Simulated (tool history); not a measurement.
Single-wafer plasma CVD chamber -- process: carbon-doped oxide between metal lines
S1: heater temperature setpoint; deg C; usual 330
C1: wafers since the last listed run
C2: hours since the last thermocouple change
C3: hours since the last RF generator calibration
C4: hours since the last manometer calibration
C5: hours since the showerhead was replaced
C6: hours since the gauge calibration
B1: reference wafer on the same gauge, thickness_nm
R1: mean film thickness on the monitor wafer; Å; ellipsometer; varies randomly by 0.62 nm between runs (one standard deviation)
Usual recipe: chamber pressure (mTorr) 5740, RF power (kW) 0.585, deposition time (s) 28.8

{"run": 1, "hour": 0.0, "S1": 330, "chamber pressure (mTorr)": 5740, "RF power (kW)": 0.585, "deposition time (s)": 28.8, "C1": 0, "C2": 275.1, "C3": 971.0, "C4": 1029.3, "C5": 6806.1, "C6": 900.3, "B1": 176.167, "R1": 1854.6}
{"run": 2, "hour": 48.9, "S1": 330, "chamber pressure (mTorr)": 5740, "RF power (kW)": 0.585, "deposition time (s)": 28.8, "C1": 847, "C2": 324.0, "C3": 1019.9, "C4": 1078.2, "C5": 6855.0, "C6": 949.2, "B1": 176.084, "R1": 1855.09}
{"run": 3, "hour": 120.4, "S1": 330, "chamber pressure (mTorr)": 5740, "RF power (kW)": 0.585, "deposition time (s)": 28.8, "C1": 1239, "C2": 395.5, "C3": 1091.4, "C4": 1149.7, "C5": 6926.5, "C6": 1020.7, "B1": 175.849, "R1": 1874.23}
{"run": 4, "hour": 160.6, "S1": 330, "chamber pressure (mTorr)": 5740, "RF power (kW)": 0.585, "deposition time (s)": 28.8, "C1": 696, "C2": 435.7, "C3": 1131.6, "C4": 1189.9, "C5": 6966.7, "C6": 1060.9, "B1": 175.964, "R1": 1847.88}
{"run": 5, "hour": 227.3, "S1": 330, "chamber pressure (mTorr)": 5740, "RF power (kW)": 0.585, "deposition time (s)": 28.8, "C1": 1156, "C2": 502.4, "C3": 1198.3, "C4": 1256.6, "C5": 7033.4, "C6": 1127.6, "B1": 175.871, "R1": 1868.42}
{"run": 6, "hour": 281.5, "S1": 338, "chamber pressure (mTorr)": 5740, "RF power (kW)": 0.585, "deposition time (s)": 28.8, "C1": 939, "C2": 556.6, "C3": 1252.5, "C4": 1310.8, "C5": 7087.6, "C6": 1181.8, "B1": 175.795, "R1": 1810.16}
{"run": 7, "hour": 311.1, "S1": 338, "chamber pressure (mTorr)": 5740, "RF power (kW)": 0.585, "deposition time (s)": 28.8, "C1": 513, "C2": 586.2, "C3": 1282.1, "C4": 1340.4, "C5": 7117.2, "C6": 1211.4, "B1": 175.964, "R1": 1826.32}
{"run": 8, "hour": 348.9, "S1": 338, "chamber pressure (mTorr)": 5740, "RF power (kW)": 0.585, "deposition time (s)": 28.8, "C1": 655, "C2": 624.0, "C3": 1319.9, "C4": 1378.2, "C5": 7155.0, "C6": 1249.2, "B1": 175.867, "R1": 1818.67}
{"run": 9, "hour": 383.5, "S1": 330, "chamber pressure (mTorr)": 5740, "RF power (kW)": 0.585, "deposition time (s)": 28.8, "C1": 599, "C2": 658.6, "C3": 1354.5, "C4": 1412.8, "C5": 7189.6, "C6": 1283.8, "B1": 176.219, "R1": 1861.98}
{"run": 10, "hour": 407.9, "S1": 330, "chamber pressure (mTorr)": 5740, "RF power (kW)": 0.585, "deposition time (s)": 28.8, "C1": 422, "C2": 683.0, "C3": 1378.9, "C4": 1437.2, "C5": 7214.0, "C6": 1308.2, "B1": 175.897, "R1": 1878.76}
{"run": 11, "hour": 465.8, "S1": 330, "chamber pressure (mTorr)": 5740, "RF power (kW)": 0.535, "deposition time (s)": 28.8, "C1": 1003, "C2": 740.9, "C3": 1436.8, "C4": 1495.1, "C5": 7271.9, "C6": 1366.1, "B1": 175.72, "R1": 1804.39}
{"hour": 533.8, "done": "showerhead replaced, of another model than before"}
{"run": 12, "hour": 534.3, "S1": 323, "chamber pressure (mTorr)": 4510, "RF power (kW)": 0.53, "deposition time (s)": 31.4, "C1": 1048, "C2": 809.4, "C3": 1505.3, "C4": 1563.6, "C5": 0.5, "C6": 1434.6, "B1": 176.018, "R1": 2020.11}
{"hour": 545.0, "done": "RF generator calibrated"}
{"run": 13, "hour": 580.5, "S1": 334, "chamber pressure (mTorr)": 5740, "RF power (kW)": 0.585, "deposition time (s)": 26.6, "C1": 662, "C2": 855.6, "C3": 35.5, "C4": 1609.8, "C5": 46.7, "C6": 1480.8, "B1": 175.988, "R1": 1712.58}
{"run": 14, "hour": 626.1, "S1": 330, "chamber pressure (mTorr)": 5740, "RF power (kW)": 0.585, "deposition time (s)": 28.8, "C1": 790, "C2": 901.2, "C3": 81.1, "C4": 1655.4, "C5": 92.3, "C6": 1526.4, "B1": 175.973, "R1": 1896.7}
{"run": 15, "hour": 687.3, "S1": 330, "chamber pressure (mTorr)": 6790, "RF power (kW)": 0.535, "deposition time (s)": 28.8, "C1": 1060, "C2": 962.4, "C3": 142.3, "C4": 1716.6, "C5": 153.5, "C6": 1587.6, "B1": 176.051, "R1": 1851.19}
{"hour": 721.2, "done": "gauge calibrated"}
{"run": 16, "hour": 748.6, "S1": 336, "chamber pressure (mTorr)": 4690, "RF power (kW)": 0.475, "deposition time (s)": 28.8, "C1": 1062, "C2": 1023.7, "C3": 203.6, "C4": 1777.9, "C5": 214.8, "C6": 27.4, "B1": 175.799, "R1": 1721.8}
{"run": 17, "hour": 787.6, "S1": 317, "chamber pressure (mTorr)": 5740, "RF power (kW)": 0.585, "deposition time (s)": 26.7, "C1": 676, "C2": 1062.7, "C3": 242.6, "C4": 1816.9, "C5": 253.8, "C6": 66.4, "B1": 176.024, "R1": 1849.62}
{"hour": 844.6, "done": "thermocouple changed; heater temperature recalibrated"}
{"run": 18, "hour": 928.5, "S1": 323, "chamber pressure (mTorr)": 4510, "RF power (kW)": 0.53, "deposition time (s)": 31.4, "C1": 2303, "C2": 83.9, "C3": 383.5, "C4": 1957.8, "C5": 394.7, "C6": 207.3, "B1": 175.766, "R1": 1986.75}
{"hour": 936.8, "done": "capacitance manometer re-zeroed and calibrated"}
{"run": 19, "hour": 982.3, "S1": 330, "chamber pressure (mTorr)": 5740, "RF power (kW)": 0.615, "deposition time (s)": 27.3, "C1": 793, "C2": 137.7, "C3": 437.3, "C4": 45.5, "C5": 448.5, "C6": 261.1, "B1": 175.837, "R1": 1785.54}
{"run": 20, "hour": 1006.7, "S1": 336, "chamber pressure (mTorr)": 4860, "RF power (kW)": 0.675, "deposition time (s)": 31.8, "C1": 422, "C2": 162.1, "C3": 461.7, "C4": 69.9, "C5": 472.9, "C6": 285.5, "B1": 175.932, "R1": 2049.79}
{"run": 21, "hour": 1034.9, "S1": 338, "chamber pressure (mTorr)": 5740, "RF power (kW)": 0.585, "deposition time (s)": 31.7, "C1": 488, "C2": 190.3, "C3": 489.9, "C4": 98.1, "C5": 501.1, "C6": 313.7, "B1": 175.983, "R1": 1983.15}
{"run": 22, "hour": 1197.0, "S1": 338, "chamber pressure (mTorr)": 5740, "RF power (kW)": 0.585, "deposition time (s)": 28.8, "C1": 2809, "C2": 352.4, "C3": 652.0, "C4": 260.2, "C5": 663.2, "C6": 475.8, "B1": 175.831, "R1": 1815.25}

Here are 3 independent what-if runs from the current tool condition. What would each one return?
{"run": "A", "hour": 1197.4, "S1": 317, "chamber pressure (mTorr)": 5740, "RF power (kW)": 0.585, "deposition time (s)": 28.8, "C1": 6, "C2": 352.8, "C3": 652.4, "C4": 260.6, "C5": 663.6, "C6": 476.2, "B1": "?", "R1": "?"}
{"run": "B", "hour": 1197.4, "S1": 330, "chamber pressure (mTorr)": 5740, "RF power (kW)": 0.585, "deposition time (s)": 24.3, "C1": 6, "C2": 352.8, "C3": 652.4, "C4": 260.6, "C5": 663.6, "C6": 476.2, "B1": "?", "R1": "?"}
{"run": "C", "hour": 1197.4, "S1": 330, "chamber pressure (mTorr)": 4510, "RF power (kW)": 0.54, "deposition time (s)": 28.8, "C1": 6, "C2": 352.8, "C3": 652.4, "C4": 260.6, "C5": 663.6, "C6": 476.2, "B1": "?", "R1": "?"}

run=A B1=175.965 R1=1956.85
run=B B1=175.965 R1=1576.18
run=C B1=175.965 R1=1801.36
With the hidden condition removed and each run's random variation left untouched, the same runs would have given:
run=A R1=1934.49
run=B R1=1560.42
run=C R1=1783.35

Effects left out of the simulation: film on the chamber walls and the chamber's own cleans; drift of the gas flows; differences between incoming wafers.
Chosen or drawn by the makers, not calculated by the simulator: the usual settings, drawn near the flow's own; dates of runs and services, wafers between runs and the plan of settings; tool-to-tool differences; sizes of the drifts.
